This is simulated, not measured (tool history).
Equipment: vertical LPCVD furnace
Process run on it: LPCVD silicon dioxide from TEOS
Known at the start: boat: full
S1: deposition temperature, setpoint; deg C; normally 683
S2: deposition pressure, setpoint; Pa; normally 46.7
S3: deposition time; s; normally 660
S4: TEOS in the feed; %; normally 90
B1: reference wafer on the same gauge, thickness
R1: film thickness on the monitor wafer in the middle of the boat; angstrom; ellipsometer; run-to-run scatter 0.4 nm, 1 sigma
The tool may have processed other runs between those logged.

run,hour,S1,S2,S3,S4,B1,R1
1,0.0,683,46.7,660,90,85.41,721.7
2,58.2,683,46.7,810,90,85.28,899.0
3,138.6,683,46.7,810,90,85.33,885.5
4,204.9,683,42.0,660,90,85.61,693.2
5,286.9,683,42.0,660,90,85.80,691.3
6,391.7,683,46.7,660,90,85.78,736.1
# hour 404.7: gauge calibrated
7,438.0,683,46.7,660,90,82.22,702.2
# hour 500.6: thermocouples replaced and temperature profile calibrated
8,501.1,683,46.7,660,90,82.36,703.3
9,546.1,683,46.7,660,83,82.42,677.6
10,592.3,683,46.7,660,97,82.57,733.1
11,683.6,683,46.7,660,90,82.60,708.3
12,732.9,683,35.3,900,97,82.73,867.2
13,809.1,683,46.7,660,90,82.86,707.8
14,851.5,672,46.7,450,95,82.98,377.9
15,949.6,692,46.7,660,90,83.07,882.9
16,989.9,687,46.7,900,90,83.03,1066.2
17,1041.6,692,41.3,810,78,83.17,950.8
18,1104.2,691,46.7,660,90,83.23,859.7
19,1179.6,683,46.7,660,76,83.37,650.5
20,1276.6,683,46.7,660,85,83.57,692.4
21,1352.1,678,46.7,720,97,83.51,718.5
# hour 1428.2: TEOS flow controller replaced
# hour 1437.5: pressure gauge zeroed
22,1446.1,683,46.7,660,90,83.80,713.9
23,1496.7,678,56.0,420,90,83.85,440.3
24,1556.8,680,42.0,750,97,84.18,746.4
25,1614.3,683,46.7,660,90,84.22,718.2
26,1684.2,672,46.7,660,90,84.20,552.7
27,1738.4,683,52.0,660,90,84.50,766.5
28,1823.5,683,57.3,660,90,84.54,791.7
29,1893.0,680,46.7,570,90,84.60,584.5
30,1984.2,683,42.0,540,97,84.68,579.3
31,2058.5,683,46.7,660,90,84.72,724.1

For each run, what was the tool's unlogged condition?
true tube temperature minus thermocouple reading, K: 0 on each run
true pressure minus gauge reading, mTorr: 0 on each run
deviation of the TEOS flow from its setpoint, %: 0 on each run
H1: gauge reads high (%)
run,H1
1,4.05
2,4.16
3,4.31
4,4.44
5,4.59
6,4.79
7,0.479
8,0.599
9,0.685
10,0.772
11,0.946
12,1.04
13,1.18
14,1.26
15,1.45
16,1.53
17,1.63
18,1.74
19,1.89
20,2.07
21,2.21
22,2.39
23,2.49
24,2.6
25,2.71
26,2.85
27,2.95
28,3.11
29,3.24
30,3.41
31,3.56

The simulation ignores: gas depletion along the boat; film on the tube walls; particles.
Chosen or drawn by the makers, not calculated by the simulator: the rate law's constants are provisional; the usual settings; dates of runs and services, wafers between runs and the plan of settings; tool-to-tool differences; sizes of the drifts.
